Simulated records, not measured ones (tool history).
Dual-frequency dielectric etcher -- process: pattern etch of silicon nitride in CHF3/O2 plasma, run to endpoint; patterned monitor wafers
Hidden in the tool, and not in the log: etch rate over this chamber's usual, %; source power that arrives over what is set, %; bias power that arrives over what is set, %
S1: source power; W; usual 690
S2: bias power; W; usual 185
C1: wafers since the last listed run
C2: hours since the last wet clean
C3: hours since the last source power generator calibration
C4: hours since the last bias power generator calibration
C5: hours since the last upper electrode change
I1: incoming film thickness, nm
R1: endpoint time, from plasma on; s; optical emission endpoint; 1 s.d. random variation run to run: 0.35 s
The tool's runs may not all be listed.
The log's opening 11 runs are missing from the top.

{"run": 12, "day": 36.425, "S1": 800, "S2": 160, "C1": 1349, "C2": 330.6, "C3": 502.2, "C4": 4064, "C5": 673.8, "I1": 92.6, "R1": 58}
{"run": 13, "day": 39.171, "S1": 580, "S2": 141, "C1": 995, "C2": 396.5, "C3": 568.1, "C4": 4129.9, "C5": 739.7, "I1": 92.8, "R1": 66.4}
{"run": 14, "day": 43.238, "S1": 550, "S2": 219, "C1": 1475, "C2": 494.1, "C3": 665.7, "C4": 4227.5, "C5": 837.3, "I1": 91.7, "R1": 59.3}
{"run": 15, "day": 46.867, "S1": 760, "S2": 152, "C1": 1316, "C2": 581.2, "C3": 752.8, "C4": 4314.6, "C5": 924.4, "I1": 91.9, "R1": 58.9}
{"run": 16, "day": 49.929, "S1": 600, "S2": 229, "C1": 1110, "C2": 654.7, "C3": 826.3, "C4": 4388.1, "C5": 997.9, "I1": 92, "R1": 56.9}
{"run": 17, "day": 54.088, "S1": 520, "S2": 185, "C1": 1508, "C2": 754.5, "C3": 926.1, "C4": 4487.9, "C5": 1097.7, "I1": 91.7, "R1": 63.8}
{"run": 18, "day": 55.617, "S1": 550, "S2": 149, "C1": 554, "C2": 791.2, "C3": 962.8, "C4": 4524.6, "C5": 1134.4, "I1": 90.5, "R1": 65.1}
{"day": 56.096, "done": "bias power generator calibrated"}
{"day": 58.654, "done": "wet clean of the chamber"}
{"run": 19, "day": 59.042, "S1": 740, "S2": 185, "C1": 819, "C2": 9.3, "C3": 1045, "C4": 70.7, "C5": 1216.6, "I1": 93.3, "R1": 57.1}
{"run": 20, "day": 61.942, "S1": 750, "S2": 142, "C1": 1051, "C2": 78.9, "C3": 1114.6, "C4": 140.3, "C5": 1286.2, "I1": 90.6, "R1": 59.3}
{"run": 21, "day": 65.492, "S1": 620, "S2": 185, "C1": 1287, "C2": 164.1, "C3": 1199.8, "C4": 225.5, "C5": 1371.4, "I1": 92.2, "R1": 60.2}
{"run": 22, "day": 67.95, "S1": 850, "S2": 152, "C1": 891, "C2": 223.1, "C3": 1258.8, "C4": 284.5, "C5": 1430.4, "I1": 91.7, "R1": 55.4}
{"run": 23, "day": 70.538, "S1": 520, "S2": 144, "C1": 938, "C2": 285.2, "C3": 1320.9, "C4": 346.6, "C5": 1492.5, "I1": 92.8, "R1": 68.7}
{"run": 24, "day": 73.846, "S1": 830, "S2": 153, "C1": 1199, "C2": 364.6, "C3": 1400.3, "C4": 426, "C5": 1571.9, "I1": 91.7, "R1": 56.1}
{"day": 88.175, "done": "wet clean of the chamber"}
{"run": 25, "day": 88.196, "S1": 690, "S2": 185, "C1": 4842, "C2": 0.5, "C3": 1744.7, "C4": 770.4, "C5": 1916.3, "I1": 91.8, "R1": 57.9}
{"run": 26, "day": 89.954, "S1": 550, "S2": 149, "C1": 637, "C2": 42.7, "C3": 1786.9, "C4": 812.6, "C5": 1958.5, "I1": 93, "R1": 66.7}
{"run": 27, "day": 93.825, "S1": 580, "S2": 167, "C1": 1404, "C2": 135.6, "C3": 1879.8, "C4": 905.5, "C5": 2051.4, "I1": 90.7, "R1": 62.2}
{"run": 28, "day": 97.775, "S1": 530, "S2": 169, "C1": 1432, "C2": 230.4, "C3": 1974.6, "C4": 1000.3, "C5": 2146.2, "I1": 91.5, "R1": 65}
{"run": 29, "day": 101.042, "S1": 840, "S2": 221, "C1": 1184, "C2": 308.8, "C3": 2053, "C4": 1078.7, "C5": 2224.6, "I1": 92.8, "R1": 52}
{"run": 30, "day": 104.088, "S1": 690, "S2": 185, "C1": 1104, "C2": 381.9, "C3": 2126.1, "C4": 1151.8, "C5": 2297.7, "I1": 91.4, "R1": 57.4}
{"day": 107.346, "done": "source power generator calibrated"}
{"run": 31, "day": 108.492, "S1": 580, "S2": 154, "C1": 1537, "C2": 487.6, "C3": 27.5, "C4": 1257.5, "C5": 2403.4, "I1": 90.9, "R1": 62.7}

Predict the results of run 32:
{"run": 32, "day": 112.5, "S1": 690, "S2": 185, "C1": 1453, "C2": 583.8, "C3": 123.7, "C4": 1353.7, "C5": 2499.6, "I1": 91.5, "R1": "?"}

{"run 32": {"R1": 57.5}}
If the tool had no hidden condition, the same run with the same run-to-run variation would have returned R1 57.5 s.

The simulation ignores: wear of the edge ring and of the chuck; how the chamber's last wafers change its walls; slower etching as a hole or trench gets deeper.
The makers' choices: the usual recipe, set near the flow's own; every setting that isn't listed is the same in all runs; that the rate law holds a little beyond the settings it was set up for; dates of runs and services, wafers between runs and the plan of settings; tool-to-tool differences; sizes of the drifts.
